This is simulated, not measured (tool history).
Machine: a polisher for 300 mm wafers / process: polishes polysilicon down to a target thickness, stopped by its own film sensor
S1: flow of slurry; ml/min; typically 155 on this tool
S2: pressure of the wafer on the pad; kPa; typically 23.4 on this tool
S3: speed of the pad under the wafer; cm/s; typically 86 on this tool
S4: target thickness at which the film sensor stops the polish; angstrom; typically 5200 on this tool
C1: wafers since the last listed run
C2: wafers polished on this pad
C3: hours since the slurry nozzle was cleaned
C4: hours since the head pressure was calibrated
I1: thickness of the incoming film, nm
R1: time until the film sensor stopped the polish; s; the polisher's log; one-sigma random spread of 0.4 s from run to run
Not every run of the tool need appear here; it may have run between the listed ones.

run    hour   S1    S2   S3    S4   C1    C2     C3     C4     I1    R1
  1     0.0  155  23.4   86  5200    0  1853  111.0  382.2  911.1  32.4
  2    24.2  155  23.4   86  5200  341  2195  135.2  406.4  932.1  35.0
  3    91.3  155  23.4   86  5200  947  3143  202.3  473.5  939.1  34.9
  4   136.3  155  23.4   86  5200  635  3779  247.3  518.5  930.6  33.7
  5   165.6  155  23.4   86  5200  413  4193  276.6  547.8  932.8  34.6
  6   204.9  155  23.4   86  5200  555  4748  315.9  587.1  928.4  33.6
      234.8  -- head pressure recalibrated
  7   263.1  155  23.4   86  5870  793  5542  374.1   28.3  921.1  34.9
      292.8  -- worn pad replaced by a new one
  8   302.2  155  23.4   86  5870  495   133  413.2   67.4  935.0  35.7
  9   360.8  155  23.4   86  5870  827   961  471.8  126.0  937.1  35.0
 10   400.1  155  23.4   86  5200  555  1516  511.1  165.3  929.5  40.7
 11   437.1  155  23.4   86  5200  522  2039  548.1  202.3  921.8  40.1
      460.4  -- slurry nozzle cleaned
 12   486.9  155  23.4   86  5200  689  2728   26.5  252.1  917.0  39.1
 13   552.5  155  20.7   86  5200  926  3655   92.1  317.7  923.8  43.5
 14   592.1  180  25.5   86  5200  559  4214  131.7  357.3  918.6  35.3
 15   622.7  110  31.0   86  5200  432  4647  162.3  387.9  938.5  33.6
      676.6  -- worn pad replaced by a new one
 16   677.3  105  26.9  102  4350  714    10  216.9  442.5  925.4  39.9
 17   722.9  180  20.0   86  5200  644   654  262.5  488.1  930.4  43.8
 18   760.1  205  19.3   70  5640  525  1179  299.7  525.3  938.8  47.0
      771.8  -- head pressure recalibrated, repeated, since the last time left the tool worse
 19   811.8  200  23.4  104  5200  702  1881  351.4   40.0  930.6  30.5
 20   874.6  135  26.2   94  5720  887  2769  414.2  102.8  914.6  25.7
 21   902.8  155  29.0   64  5200  398  3167  442.4  131.0  925.8  36.2
 22   960.5  170  23.4   86  5200  815  3982  500.1  188.7  926.7  35.0
 23  1018.5  155  23.4   86  5200  819  4802  558.1  246.7  929.6  35.6
 24  1056.9  155  23.4   94  6490  542  5344  596.5  285.1  924.1  21.9

For run 25, what comes out?
     1061.9  -- worn pad replaced by a new one
     1067.9  -- slurry nozzle cleaned
 25  1110.3  155  15.2  86  5200  683  669  42.4  338.5  933.9   ?

R1: 50.2 s
If the tool had no hidden condition, the same run with the same run-to-run variation would have returned R1 52.6 s.
